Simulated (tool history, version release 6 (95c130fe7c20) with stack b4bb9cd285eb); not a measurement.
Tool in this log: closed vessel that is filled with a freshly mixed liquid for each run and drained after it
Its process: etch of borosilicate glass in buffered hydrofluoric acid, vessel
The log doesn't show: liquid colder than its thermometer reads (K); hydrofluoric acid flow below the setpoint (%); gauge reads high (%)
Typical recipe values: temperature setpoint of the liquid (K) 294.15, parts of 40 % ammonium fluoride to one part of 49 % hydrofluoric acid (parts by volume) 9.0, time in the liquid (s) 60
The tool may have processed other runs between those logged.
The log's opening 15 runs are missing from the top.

run   hour  temperature setpoint of the liquid (K)  parts of 40 % ammonium fluoride to one part of 49 % hydrofluoric acid (parts by volume)  time in the liquid (s)  wafers since the last listed run  hours since the thermometer was replaced  hours since the hydrofluoric acid flow meter was replaced  hours since the gauge calibration  read-back film thickness of the borosilicate glass reference wafer, read on the same gauge (nm)  thickness taken off the borosilicate glass on a monitor wafer (nm)
 16  377.8                                  290.65                                                                                      6.0                      30                              1252                                     343.4                                                      177.1                             1055.5                                                                                            69.97                                                               41.37
 17  392.3                                  298.65                                                                                      5.5                      60                              1195                                     357.9                                                      191.6                             1070.0                                                                                            70.01                                                              138.02
 18  407.1                                  296.15                                                                                      9.0                      60                              1219                                     372.7                                                      206.4                             1084.8                                                                                            70.01                                                               73.61
 19  433.5                                  294.15                                                                                      9.0                      60                              2175                                     399.1                                                      232.8                             1111.2                                                                                            69.98                                                               64.93
     456.7  -- gauge calibrated
 20  459.6                                  298.15                                                                                     10.5                      80                              2151                                     425.2                                                      258.9                                2.9                                                                                            70.00                                                               96.45
 21  473.1                                  294.15                                                                                      9.0                      60                              1112                                     438.7                                                      272.4                               16.4                                                                                            69.99                                                               66.64
 22  488.4                                  290.15                                                                                      8.0                      85                              1260                                     454.0                                                      287.7                               31.7                                                                                            69.98                                                               84.26
 23  530.3                                  294.15                                                                                      5.5                      50                              3453                                     495.9                                                      329.6                               73.6                                                                                            70.00                                                               89.66
 24  543.2                                  294.15                                                                                      9.0                      60                              1063                                     508.8                                                      342.5                               86.5                                                                                            69.98                                                               65.85
 25  575.8                                  294.15                                                                                      9.0                      80                              2686                                     541.4                                                      375.1                              119.1                                                                                            70.02                                                               86.54
 26  645.3                                  294.15                                                                                      7.0                      60                              5727                                     610.9                                                      444.6                              188.6                                                                                            70.01                                                               85.20
 27  672.4                                  297.65                                                                                      6.5                      85                              2233                                     638.0                                                      471.7                              215.7                                                                                            69.99                                                              155.75
 28  705.3                                  294.15                                                                                      9.0                      60                              2711                                     670.9                                                      504.6                              248.6                                                                                            69.99                                                               65.62
 29  722.0                                  294.15                                                                                      9.0                      60                              1376                                     687.6                                                      521.3                              265.3                                                                                            70.03                                                               65.25
 30  742.5                                  294.15                                                                                      5.5                      60                              1689                                     708.1                                                      541.8                              285.8                                                                                            70.03                                                              106.26
 31  770.3                                  294.15                                                                                      9.0                      85                              2291                                     735.9                                                      569.6                              313.6                                                                                            70.01                                                               92.47
 32  785.4                                  296.15                                                                                      7.0                      35                              1244                                     751.0                                                      584.7                              328.7                                                                                            70.00                                                               54.69
     788.6  -- hydrofluoric acid flow meter replaced
 33  799.7                                  296.65                                                                                      6.5                      90                              1096                                     765.3                                                       11.1                              343.0                                                                                            70.02                                                              155.89
 34  821.5                                  292.65                                                                                      7.0                      70                              1796                                     787.1                                                       32.9                              364.8                                                                                            70.03                                                               91.07

Below are 3 alternative next runs, each starting from the tool's condition after run 34. Predict each:
  A  822.2                                  294.15                                                                                      9.0                      95                                57                                     787.8                                                       33.6                              365.5                                                                                                ?                                                                   ?
  B  822.2                                  295.65                                                                                     11.5                      40                                57                                     787.8                                                       33.6                              365.5                                                                                                ?                                                                   ?
  C  822.2                                  290.15                                                                                     12.0                      35                                57                                     787.8                                                       33.6                              365.5                                                                                                ?                                                                   ?

run  read-back film thickness of the borosilicate glass reference wafer, read on the same gauge (nm)  thickness taken off the borosilicate glass on a monitor wafer (nm)
  A                                                                                            69.99                                                              101.10
  B                                                                                            69.99                                                               37.59
  C                                                                                            69.99                                                               23.28
Without the tool's hidden state the same runs would have given:
run  thickness taken off the borosilicate glass on a monitor wafer (nm)
  A                                                              105.90
  B                                                               39.36
  C                                                               24.41
